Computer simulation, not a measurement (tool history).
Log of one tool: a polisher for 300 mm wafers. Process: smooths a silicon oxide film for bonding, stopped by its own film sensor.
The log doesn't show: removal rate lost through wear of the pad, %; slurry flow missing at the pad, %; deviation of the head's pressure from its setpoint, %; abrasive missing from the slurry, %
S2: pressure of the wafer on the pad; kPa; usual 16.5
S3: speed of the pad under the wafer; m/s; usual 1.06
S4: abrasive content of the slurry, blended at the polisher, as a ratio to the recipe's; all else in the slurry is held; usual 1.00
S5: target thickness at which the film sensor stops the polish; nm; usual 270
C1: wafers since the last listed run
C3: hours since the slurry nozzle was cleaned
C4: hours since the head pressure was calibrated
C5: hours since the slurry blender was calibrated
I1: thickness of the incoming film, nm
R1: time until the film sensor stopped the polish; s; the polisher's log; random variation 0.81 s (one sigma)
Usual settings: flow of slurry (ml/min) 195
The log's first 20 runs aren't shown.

{"run": 21, "day": 10.892, "flow of slurry (ml/min)": 195, "S2": 16.5, "S3": 1.06, "S4": 1.0, "S5": 260, "C1": 172, "wafers polished on this pad": 663, "C3": 115.8, "C4": 159.2, "C5": 172.4, "I1": 322.2, "R1": 57.1}
{"day": 11.625, "done": "worn pad replaced by a new one"}
{"run": 22, "day": 11.646, "flow of slurry (ml/min)": 175, "S2": 18.6, "S3": 1.16, "S4": 0.9, "S5": 270, "C1": 141, "wafers polished on this pad": 4, "C3": 133.9, "C4": 177.3, "C5": 190.5, "I1": 317.9, "R1": 39.5}
{"run": 23, "day": 12.0, "flow of slurry (ml/min)": 195, "S2": 13.1, "S3": 0.92, "S4": 1.2, "S5": 257, "C1": 85, "wafers polished on this pad": 90, "C3": 142.4, "C4": 185.8, "C5": 199.0, "I1": 316.0, "R1": 68.3}
{"run": 24, "day": 12.4, "flow of slurry (ml/min)": 195, "S2": 16.5, "S3": 1.06, "S4": 1.0, "S5": 270, "C1": 96, "wafers polished on this pad": 186, "C3": 152.0, "C4": 195.4, "C5": 208.6, "I1": 314.8, "R1": 39.9}
{"run": 25, "day": 12.671, "flow of slurry (ml/min)": 195, "S2": 16.5, "S3": 1.06, "S4": 0.75, "S5": 270, "C1": 65, "wafers polished on this pad": 252, "C3": 158.5, "C4": 201.9, "C5": 215.1, "I1": 315.2, "R1": 46.7}
{"run": 26, "day": 13.221, "flow of slurry (ml/min)": 195, "S2": 16.5, "S3": 1.06, "S4": 0.75, "S5": 270, "C1": 132, "wafers polished on this pad": 385, "C3": 171.7, "C4": 215.1, "C5": 228.3, "I1": 323.9, "R1": 55.5}
{"run": 27, "day": 13.704, "flow of slurry (ml/min)": 195, "S2": 16.5, "S3": 1.06, "S4": 1.0, "S5": 261, "C1": 116, "wafers polished on this pad": 501, "C3": 183.3, "C4": 226.7, "C5": 239.9, "I1": 318.9, "R1": 51.4}
{"run": 28, "day": 14.417, "flow of slurry (ml/min)": 195, "S2": 11.0, "S3": 1.24, "S4": 1.0, "S5": 270, "C1": 172, "wafers polished on this pad": 674, "C3": 200.4, "C4": 243.8, "C5": 257.0, "I1": 321.7, "R1": 65.0}
{"day": 15.508, "done": "worn pad replaced by a new one"}
{"run": 29, "day": 15.725, "flow of slurry (ml/min)": 195, "S2": 16.5, "S3": 1.06, "S4": 1.0, "S5": 270, "C1": 275, "wafers polished on this pad": 52, "C3": 231.8, "C4": 275.2, "C5": 288.4, "I1": 323.5, "R1": 49.0}
{"run": 30, "day": 16.338, "flow of slurry (ml/min)": 195, "S2": 21.4, "S3": 0.86, "S4": 1.0, "S5": 270, "C1": 147, "wafers polished on this pad": 200, "C3": 246.5, "C4": 289.9, "C5": 303.1, "I1": 319.4, "R1": 38.4}

Forecast each of these 4 alternatives for the next run:
{"run": "A", "day": 16.354, "flow of slurry (ml/min)": 240, "S2": 16.5, "S3": 1.06, "S4": 1.0, "S5": 270, "C1": 4, "wafers polished on this pad": 204, "C3": 246.9, "C4": 290.3, "C5": 303.5, "I1": 323.3, "R1": "?"}
{"run": "B", "day": 16.354, "flow of slurry (ml/min)": 195, "S2": 16.5, "S3": 1.06, "S4": 1.0, "S5": 279, "C1": 4, "wafers polished on this pad": 204, "C3": 246.9, "C4": 290.3, "C5": 303.5, "I1": 323.3, "R1": "?"}
{"run": "C", "day": 16.354, "flow of slurry (ml/min)": 195, "S2": 20.0, "S3": 0.7, "S4": 0.8, "S5": 270, "C1": 4, "wafers polished on this pad": 204, "C3": 246.9, "C4": 290.3, "C5": 303.5, "I1": 323.3, "R1": "?"}
{"run": "D", "day": 16.354, "flow of slurry (ml/min)": 195, "S2": 21.4, "S3": 1.06, "S4": 1.0, "S5": 270, "C1": 4, "wafers polished on this pad": 204, "C3": 246.9, "C4": 290.3, "C5": 303.5, "I1": 323.3, "R1": "?"}

run=A R1=47.9
run=B R1=41.2
run=C R1=54.4
run=D R1=38.5
Without the tool's hidden state the same runs would have given:
run=A R1=52.8
run=B R1=45.1
run=C R1=59.6
run=D R1=42.1

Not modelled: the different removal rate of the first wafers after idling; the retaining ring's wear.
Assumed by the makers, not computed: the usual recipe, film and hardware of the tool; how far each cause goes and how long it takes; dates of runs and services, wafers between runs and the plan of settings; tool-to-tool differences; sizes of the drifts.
